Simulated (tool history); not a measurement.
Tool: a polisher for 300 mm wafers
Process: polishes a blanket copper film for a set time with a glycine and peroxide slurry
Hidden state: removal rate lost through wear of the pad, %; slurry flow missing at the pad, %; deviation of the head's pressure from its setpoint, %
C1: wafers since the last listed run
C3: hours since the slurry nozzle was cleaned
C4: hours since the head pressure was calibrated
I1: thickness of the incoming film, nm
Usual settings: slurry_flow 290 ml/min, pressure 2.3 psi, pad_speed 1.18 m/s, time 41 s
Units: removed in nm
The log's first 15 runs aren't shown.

{"hour": 184.2, "done": "slurry nozzle cleaned"}
{"hour": 221.4, "done": "worn pad replaced by a new one, repeated, since the last time left the tool worse"}
{"run": 16, "hour": 221.9, "slurry_flow": 290, "pressure": 2.3, "pad_speed": 1.18, "time": 41, "C1": 581, "wafers polished on this pad": 8, "C3": 37.7, "C4": 945.7, "I1": 1794.2, "removed": 226.1}
{"run": 17, "hour": 237.9, "slurry_flow": 240, "pressure": 2.3, "pad_speed": 1.18, "time": 41, "C1": 246, "wafers polished on this pad": 255, "C3": 53.7, "C4": 961.7, "I1": 1823.9, "removed": 219.9}
{"run": 18, "hour": 254.1, "slurry_flow": 290, "pressure": 2.3, "pad_speed": 1.18, "time": 49, "C1": 249, "wafers polished on this pad": 505, "C3": 69.9, "C4": 977.9, "I1": 1823.3, "removed": 264.3}
{"run": 19, "hour": 260.3, "slurry_flow": 205, "pressure": 2.3, "pad_speed": 1.18, "time": 30, "C1": 95, "wafers polished on this pad": 600, "C3": 76.1, "C4": 984.1, "I1": 1811.0, "removed": 153.4}
{"run": 20, "hour": 276.1, "slurry_flow": 210, "pressure": 2.3, "pad_speed": 1.18, "time": 41, "C1": 243, "wafers polished on this pad": 844, "C3": 91.9, "C4": 999.9, "I1": 1768.0, "removed": 212.8}
{"run": 21, "hour": 293.4, "slurry_flow": 380, "pressure": 2.3, "pad_speed": 1.18, "time": 41, "C1": 266, "wafers polished on this pad": 1111, "C3": 109.2, "C4": 1017.2, "I1": 1764.1, "removed": 218.2}
{"run": 22, "hour": 310.3, "slurry_flow": 360, "pressure": 2.3, "pad_speed": 1.18, "time": 41, "C1": 260, "wafers polished on this pad": 1372, "C3": 126.1, "C4": 1034.1, "I1": 1820.2, "removed": 219.6}
{"hour": 318.8, "done": "worn pad replaced by a new one"}
{"run": 23, "hour": 326.3, "slurry_flow": 215, "pressure": 2.3, "pad_speed": 1.0, "time": 41, "C1": 185, "wafers polished on this pad": 115, "C3": 142.1, "C4": 1050.1, "I1": 1823.5, "removed": 200.6}
{"run": 24, "hour": 341.6, "slurry_flow": 290, "pressure": 2.3, "pad_speed": 1.18, "time": 41, "C1": 236, "wafers polished on this pad": 351, "C3": 157.4, "C4": 1065.4, "I1": 1790.8, "removed": 226.4}
{"run": 25, "hour": 347.7, "slurry_flow": 290, "pressure": 2.3, "pad_speed": 1.18, "time": 41, "C1": 94, "wafers polished on this pad": 445, "C3": 163.5, "C4": 1071.5, "I1": 1799.0, "removed": 222.3}
{"hour": 349.9, "done": "head pressure recalibrated"}
{"run": 26, "hour": 354.1, "slurry_flow": 290, "pressure": 2.3, "pad_speed": 0.94, "time": 41, "C1": 67, "wafers polished on this pad": 513, "C3": 169.9, "C4": 4.2, "I1": 1809.8, "removed": 197.0}
{"run": 27, "hour": 368.8, "slurry_flow": 290, "pressure": 2.3, "pad_speed": 1.0, "time": 33, "C1": 226, "wafers polished on this pad": 739, "C3": 184.6, "C4": 18.9, "I1": 1805.7, "removed": 163.1}
{"run": 28, "hour": 380.0, "slurry_flow": 290, "pressure": 2.3, "pad_speed": 1.18, "time": 41, "C1": 172, "wafers polished on this pad": 912, "C3": 195.8, "C4": 30.1, "I1": 1803.6, "removed": 223.0}
{"run": 29, "hour": 396.0, "slurry_flow": 260, "pressure": 3.0, "pad_speed": 1.18, "time": 30, "C1": 246, "wafers polished on this pad": 1159, "C3": 211.8, "C4": 46.1, "I1": 1792.0, "removed": 197.9}
{"hour": 407.3, "done": "worn pad replaced by a new one"}
{"run": 30, "hour": 408.7, "slurry_flow": 290, "pressure": 2.3, "pad_speed": 1.18, "time": 41, "C1": 134, "wafers polished on this pad": 20, "C3": 224.5, "C4": 58.8, "I1": 1795.7, "removed": 226.5}
{"run": 31, "hour": 417.1, "slurry_flow": 290, "pressure": 2.3, "pad_speed": 1.18, "time": 41, "C1": 129, "wafers polished on this pad": 150, "C3": 232.9, "C4": 67.2, "I1": 1804.3, "removed": 227.0}
{"run": 32, "hour": 434.4, "slurry_flow": 390, "pressure": 1.8, "pad_speed": 1.58, "time": 41, "C1": 266, "wafers polished on this pad": 417, "C3": 250.2, "C4": 84.5, "I1": 1824.1, "removed": 220.6}
{"run": 33, "hour": 449.3, "slurry_flow": 335, "pressure": 2.3, "pad_speed": 0.9, "time": 46, "C1": 229, "wafers polished on this pad": 647, "C3": 265.1, "C4": 99.4, "I1": 1786.5, "removed": 223.4}
{"run": 34, "hour": 458.4, "slurry_flow": 205, "pressure": 2.3, "pad_speed": 1.18, "time": 30, "C1": 140, "wafers polished on this pad": 787, "C3": 274.2, "C4": 108.5, "I1": 1819.2, "removed": 156.0}
{"run": 35, "hour": 464.7, "slurry_flow": 290, "pressure": 2.3, "pad_speed": 1.18, "time": 41, "C1": 97, "wafers polished on this pad": 884, "C3": 280.5, "C4": 114.8, "I1": 1797.4, "removed": 216.0}
{"run": 36, "hour": 482.2, "slurry_flow": 290, "pressure": 3.1, "pad_speed": 1.18, "time": 35, "C1": 269, "wafers polished on this pad": 1154, "C3": 298.0, "C4": 132.3, "I1": 1828.0, "removed": 242.2}

5 ways to go on from here, each from the tool as it stands after run 36. What would each give?
{"run": "A", "hour": 482.6, "slurry_flow": 290, "pressure": 2.3, "pad_speed": 1.18, "time": 41, "C1": 6, "wafers polished on this pad": 1160, "C3": 298.4, "C4": 132.7, "I1": 1812.3, "removed": "?"}
{"run": "B", "hour": 482.6, "slurry_flow": 290, "pressure": 1.9, "pad_speed": 1.18, "time": 47, "C1": 6, "wafers polished on this pad": 1160, "C3": 298.4, "C4": 132.7, "I1": 1812.3, "removed": "?"}
{"run": "C", "hour": 482.6, "slurry_flow": 290, "pressure": 2.6, "pad_speed": 1.18, "time": 41, "C1": 6, "wafers polished on this pad": 1160, "C3": 298.4, "C4": 132.7, "I1": 1812.3, "removed": "?"}
{"run": "D", "hour": 482.6, "slurry_flow": 290, "pressure": 1.7, "pad_speed": 1.18, "time": 41, "C1": 6, "wafers polished on this pad": 1160, "C3": 298.4, "C4": 132.7, "I1": 1812.3, "removed": "?"}
{"run": "E", "hour": 482.6, "slurry_flow": 255, "pressure": 2.3, "pad_speed": 1.18, "time": 36, "C1": 6, "wafers polished on this pad": 1160, "C3": 298.4, "C4": 132.7, "I1": 1812.3, "removed": "?"}

run=A removed=217.6
run=B removed=213.8
run=C removed=240.9
run=D removed=171.0
run=E removed=188.4
Without the tool's hidden state the same runs would have given:
run=A removed=226.5
run=B removed=222.5
run=C removed=250.7
run=D removed=178.0
run=E removed=196.0
